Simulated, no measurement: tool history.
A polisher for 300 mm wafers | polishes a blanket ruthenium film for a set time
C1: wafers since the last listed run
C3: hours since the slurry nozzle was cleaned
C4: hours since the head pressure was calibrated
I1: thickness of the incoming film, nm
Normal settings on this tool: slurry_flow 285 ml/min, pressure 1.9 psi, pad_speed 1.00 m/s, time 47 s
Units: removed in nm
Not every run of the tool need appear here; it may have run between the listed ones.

{"run": 1, "hour": 0.0, "slurry_flow": 285, "pressure": 1.9, "pad_speed": 1.0, "time": 47, "C1": 0, "wafers polished on this pad": 881, "C3": 133.0, "C4": 340.2, "I1": 340.3, "removed": 56.2}
{"run": 2, "hour": 33.6, "slurry_flow": 285, "pressure": 1.9, "pad_speed": 1.0, "time": 47, "C1": 232, "wafers polished on this pad": 1114, "C3": 166.6, "C4": 373.8, "I1": 335.7, "removed": 57.1}
{"run": 3, "hour": 51.4, "slurry_flow": 285, "pressure": 1.9, "pad_speed": 1.0, "time": 47, "C1": 123, "wafers polished on this pad": 1237, "C3": 184.4, "C4": 391.6, "I1": 338.4, "removed": 56.2}
{"hour": 74.9, "done": "worn pad replaced by a new one"}
{"run": 4, "hour": 81.9, "slurry_flow": 285, "pressure": 1.9, "pad_speed": 1.0, "time": 47, "C1": 183, "wafers polished on this pad": 48, "C3": 214.9, "C4": 422.1, "I1": 338.5, "removed": 56.2}
{"run": 5, "hour": 101.6, "slurry_flow": 285, "pressure": 1.9, "pad_speed": 1.0, "time": 47, "C1": 136, "wafers polished on this pad": 184, "C3": 234.6, "C4": 441.8, "I1": 337.2, "removed": 56.3}
{"run": 6, "hour": 127.0, "slurry_flow": 285, "pressure": 1.9, "pad_speed": 1.0, "time": 47, "C1": 175, "wafers polished on this pad": 360, "C3": 260.0, "C4": 467.2, "I1": 339.5, "removed": 56.2}
{"run": 7, "hour": 152.6, "slurry_flow": 285, "pressure": 1.9, "pad_speed": 1.0, "time": 47, "C1": 177, "wafers polished on this pad": 538, "C3": 285.6, "C4": 492.8, "I1": 338.6, "removed": 56.3}
{"run": 8, "hour": 220.1, "slurry_flow": 285, "pressure": 1.6, "pad_speed": 1.08, "time": 47, "C1": 467, "wafers polished on this pad": 1005, "C3": 353.1, "C4": 560.3, "I1": 337.1, "removed": 52.2}
{"hour": 227.2, "done": "worn pad replaced by a new one"}
{"run": 9, "hour": 285.2, "slurry_flow": 285, "pressure": 1.6, "pad_speed": 1.08, "time": 47, "C1": 423, "wafers polished on this pad": 401, "C3": 418.2, "C4": 625.4, "I1": 340.4, "removed": 52.1}
{"run": 10, "hour": 312.8, "slurry_flow": 285, "pressure": 1.6, "pad_speed": 1.08, "time": 47, "C1": 191, "wafers polished on this pad": 592, "C3": 445.8, "C4": 653.0, "I1": 337.3, "removed": 51.5}
{"run": 11, "hour": 336.1, "slurry_flow": 220, "pressure": 1.9, "pad_speed": 1.0, "time": 35, "C1": 161, "wafers polished on this pad": 754, "C3": 469.1, "C4": 676.3, "I1": 338.5, "removed": 41.0}
{"run": 12, "hour": 350.6, "slurry_flow": 285, "pressure": 1.9, "pad_speed": 0.78, "time": 47, "C1": 100, "wafers polished on this pad": 854, "C3": 483.6, "C4": 690.8, "I1": 339.2, "removed": 43.3}
{"run": 13, "hour": 367.8, "slurry_flow": 285, "pressure": 1.9, "pad_speed": 0.78, "time": 47, "C1": 119, "wafers polished on this pad": 973, "C3": 500.8, "C4": 708.0, "I1": 342.0, "removed": 43.9}
{"hour": 377.7, "done": "slurry nozzle cleaned"}
{"run": 14, "hour": 395.2, "slurry_flow": 285, "pressure": 1.6, "pad_speed": 1.0, "time": 47, "C1": 182, "wafers polished on this pad": 1156, "C3": 17.5, "C4": 735.4, "I1": 339.3, "removed": 47.2}
{"hour": 406.5, "done": "head pressure recalibrated"}
{"hour": 415.9, "done": "worn pad replaced by a new one"}
{"run": 15, "hour": 417.1, "slurry_flow": 285, "pressure": 1.9, "pad_speed": 1.3, "time": 58, "C1": 110, "wafers polished on this pad": 8, "C3": 39.4, "C4": 10.6, "I1": 339.2, "removed": 90.5}
{"run": 16, "hour": 445.6, "slurry_flow": 285, "pressure": 2.1, "pad_speed": 0.82, "time": 57, "C1": 197, "wafers polished on this pad": 205, "C3": 67.9, "C4": 39.1, "I1": 336.0, "removed": 61.1}
{"run": 17, "hour": 468.8, "slurry_flow": 200, "pressure": 1.3, "pad_speed": 0.72, "time": 56, "C1": 160, "wafers polished on this pad": 366, "C3": 91.1, "C4": 62.3, "I1": 342.0, "removed": 33.1}
{"run": 18, "hour": 495.0, "slurry_flow": 230, "pressure": 2.3, "pad_speed": 0.76, "time": 61, "C1": 181, "wafers polished on this pad": 547, "C3": 117.3, "C4": 88.5, "I1": 340.3, "removed": 64.8}
{"run": 19, "hour": 515.4, "slurry_flow": 185, "pressure": 1.9, "pad_speed": 0.72, "time": 47, "C1": 141, "wafers polished on this pad": 689, "C3": 137.7, "C4": 108.9, "I1": 344.0, "removed": 38.7}
{"run": 20, "hour": 528.4, "slurry_flow": 285, "pressure": 1.9, "pad_speed": 1.0, "time": 47, "C1": 90, "wafers polished on this pad": 779, "C3": 150.7, "C4": 121.9, "I1": 342.0, "removed": 56.2}
{"run": 21, "hour": 562.0, "slurry_flow": 285, "pressure": 1.9, "pad_speed": 1.0, "time": 47, "C1": 232, "wafers polished on this pad": 1012, "C3": 184.3, "C4": 155.5, "I1": 339.3, "removed": 56.6}
{"hour": 584.7, "done": "worn pad replaced by a new one"}
{"run": 22, "hour": 585.1, "slurry_flow": 315, "pressure": 2.4, "pad_speed": 0.86, "time": 47, "C1": 132, "wafers polished on this pad": 2, "C3": 207.4, "C4": 178.6, "I1": 341.6, "removed": 60.6}
{"run": 23, "hour": 605.5, "slurry_flow": 285, "pressure": 1.9, "pad_speed": 1.0, "time": 47, "C1": 141, "wafers polished on this pad": 143, "C3": 227.8, "C4": 199.0, "I1": 340.1, "removed": 56.1}
{"run": 24, "hour": 635.7, "slurry_flow": 285, "pressure": 1.4, "pad_speed": 0.68, "time": 41, "C1": 209, "wafers polished on this pad": 353, "C3": 258.0, "C4": 229.2, "I1": 337.5, "removed": 25.3}
{"run": 25, "hour": 668.8, "slurry_flow": 285, "pressure": 1.9, "pad_speed": 1.0, "time": 47, "C1": 229, "wafers polished on this pad": 582, "C3": 291.1, "C4": 262.3, "I1": 342.3, "removed": 55.7}
{"run": 26, "hour": 695.8, "slurry_flow": 285, "pressure": 2.3, "pad_speed": 0.88, "time": 47, "C1": 187, "wafers polished on this pad": 769, "C3": 318.1, "C4": 289.3, "I1": 336.6, "removed": 58.8}
{"run": 27, "hour": 717.1, "slurry_flow": 285, "pressure": 1.9, "pad_speed": 1.0, "time": 47, "C1": 147, "wafers polished on this pad": 917, "C3": 339.4, "C4": 310.6, "I1": 340.2, "removed": 56.3}
{"run": 28, "hour": 747.8, "slurry_flow": 285, "pressure": 1.9, "pad_speed": 1.0, "time": 47, "C1": 212, "wafers polished on this pad": 1129, "C3": 370.1, "C4": 341.3, "I1": 341.8, "removed": 56.6}

What was the tool's hidden state at every run in the log?
removal rate lost through wear of the pad, %: 0 on each run
slurry flow missing at the pad, %: 0 on each run
deviation of the head's pressure from its setpoint, %: 0 on each run
